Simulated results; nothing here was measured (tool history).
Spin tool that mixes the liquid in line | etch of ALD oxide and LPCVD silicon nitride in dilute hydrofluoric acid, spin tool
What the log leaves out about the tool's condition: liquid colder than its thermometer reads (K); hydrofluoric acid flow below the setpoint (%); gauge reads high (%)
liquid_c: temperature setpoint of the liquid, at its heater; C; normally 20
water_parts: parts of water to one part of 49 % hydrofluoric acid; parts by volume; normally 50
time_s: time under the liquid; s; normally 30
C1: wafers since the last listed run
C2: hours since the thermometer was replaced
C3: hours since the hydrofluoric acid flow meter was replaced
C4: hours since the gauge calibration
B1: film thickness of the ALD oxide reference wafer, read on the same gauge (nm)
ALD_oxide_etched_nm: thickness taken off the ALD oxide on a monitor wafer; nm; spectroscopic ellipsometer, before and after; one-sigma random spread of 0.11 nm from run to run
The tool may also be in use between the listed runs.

Run 1, hour 0: usual settings but time_s 40 s; C1 0; C2 965.6; C3 1639.4; C4 615.2; B1 80. Result: ALD_oxide_etched_nm 18.05 nm.
Run 2, hour 41.5: usual settings; C1 318; C2 1007.1; C3 1680.9; C4 656.7; B1 79.99. Result: ALD_oxide_etched_nm 13.27 nm.
Run 3, hour 104.1: usual settings but water_parts 65 parts by volume; C1 479; C2 1069.7; C3 1743.5; C4 719.3; B1 80.01. Result: ALD_oxide_etched_nm 10.09 nm.
Run 4, hour 146.1: usual settings but water_parts 65 parts by volume; C1 321; C2 1111.7; C3 1785.5; C4 761.3; B1 79.99. Result: ALD_oxide_etched_nm 10.08 nm.
At hour 147.6: hydrofluoric acid flow meter replaced.
Run 5, hour 207.4: usual settings but water_parts 65 parts by volume; C1 462; C2 1173; C3 59.8; C4 822.6; B1 80. Result: ALD_oxide_etched_nm 9.92 nm.
Run 6, hour 248.3: usual settings but time_s 45 s; C1 313; C2 1213.9; C3 100.7; C4 863.5; B1 80. Result: ALD_oxide_etched_nm 20.26 nm.
Run 7, hour 285.6: usual settings; C1 285; C2 1251.2; C3 138; C4 900.8; B1 80. Result: ALD_oxide_etched_nm 13.14 nm.
At hour 335.8: thermometer replaced.
Run 8, hour 440.5: usual settings; C1 1179; C2 104.7; C3 292.9; C4 1055.7; B1 80. Result: ALD_oxide_etched_nm 14.11 nm.
Run 9, hour 478.5: usual settings; C1 291; C2 142.7; C3 330.9; C4 1093.7; B1 79.99. Result: ALD_oxide_etched_nm 14.07 nm.
Run 10, hour 503.9: usual settings but water_parts 25 parts by volume, time_s 15 s; C1 194; C2 168.1; C3 356.3; C4 1119.1; B1 79.98. Result: ALD_oxide_etched_nm 14.34 nm.
Run 11, hour 554.3: usual settings; C1 386; C2 218.5; C3 406.7; C4 1169.5; B1 79.99. Result: ALD_oxide_etched_nm 13.78 nm.
Run 12, hour 599.4: usual settings but liquid_c 24 C, water_parts 75 parts by volume, time_s 25 s; C1 345; C2 263.6; C3 451.8; C4 1214.6; B1 80. Result: ALD_oxide_etched_nm 8.96 nm.
Run 13, hour 669.5: usual settings but water_parts 75 parts by volume; C1 537; C2 333.7; C3 521.9; C4 1284.7; B1 80.02. Result: ALD_oxide_etched_nm 8.94 nm.
Run 14, hour 721.6: usual settings; C1 399; C2 385.8; C3 574; C4 1336.8; B1 80. Result: ALD_oxide_etched_nm 13.76 nm.
Run 15, hour 757.9: usual settings; C1 278; C2 422.1; C3 610.3; C4 1373.1; B1 79.99. Result: ALD_oxide_etched_nm 14.1 nm.
At hour 801.2: gauge calibrated.
Run 16, hour 825.3: usual settings; C1 516; C2 489.5; C3 677.7; C4 24.1; B1 80.01. Result: ALD_oxide_etched_nm 13.68 nm.
Run 17, hour 859.4: usual settings but water_parts 60 parts by volume; C1 261; C2 523.6; C3 711.8; C4 58.2; B1 80. Result: ALD_oxide_etched_nm 11.27 nm.
Run 18, hour 904.9: usual settings but liquid_c 17.5 C; C1 348; C2 569.1; C3 757.3; C4 103.7; B1 79.99. Result: ALD_oxide_etched_nm 12.5 nm.
Run 19, hour 935.2: usual settings but liquid_c 18.5 C; C1 232; C2 599.4; C3 787.6; C4 134; B1 80.01. Result: ALD_oxide_etched_nm 13.2 nm.
Run 20, hour 976.7: usual settings but liquid_c 22.5 C; C1 318; C2 640.9; C3 829.1; C4 175.5; B1 80.01. Result: ALD_oxide_etched_nm 15.38 nm.
Run 21, hour 1001: usual settings but water_parts 35 parts by volume, time_s 15 s; C1 186; C2 665.2; C3 853.4; C4 199.8; B1 80.01. Result: ALD_oxide_etched_nm 10.1 nm.
Run 22, hour 1062.9: usual settings but water_parts 25 parts by volume, time_s 15 s; C1 474; C2 727.1; C3 915.3; C4 261.7; B1 80.01. Result: ALD_oxide_etched_nm 14.1 nm.
Run 23, hour 1125: usual settings but time_s 25 s; C1 475; C2 789.2; C3 977.4; C4 323.8; B1 80. Result: ALD_oxide_etched_nm 11.62 nm.
Run 24, hour 1166.7: usual settings but liquid_c 24 C, water_parts 70 parts by volume, time_s 25 s; C1 319; C2 830.9; C3 1019.1; C4 365.5; B1 80. Result: ALD_oxide_etched_nm 9.46 nm.
Run 25, hour 1221.7: usual settings; C1 421; C2 885.9; C3 1074.1; C4 420.5; B1 80.02. Result: ALD_oxide_etched_nm 13.49 nm.

Subtracting, for every run, the result it would have given without the tool's unlogged condition from the measured result gives the following. The same run-to-run variation enters both numbers; the gauge's scatter may not:
run  ALD_oxide_etched_nm
  1                -1.08
  2                -0.83
  3                -0.65
  4                -0.68
  5                 -0.7
  6                -1.49
  7                -0.99
  8                -0.08
  9                 -0.1
 10                -0.13
 11                -0.16
 12                -0.11
 13                -0.15
 14                -0.27
 15                 -0.3
 16                -0.34
 17                 -0.3
 18                -0.37
 19                -0.41
 20                -0.48
 21                -0.34
 22                -0.53
 23                -0.46
 24                -0.38
 25                -0.61
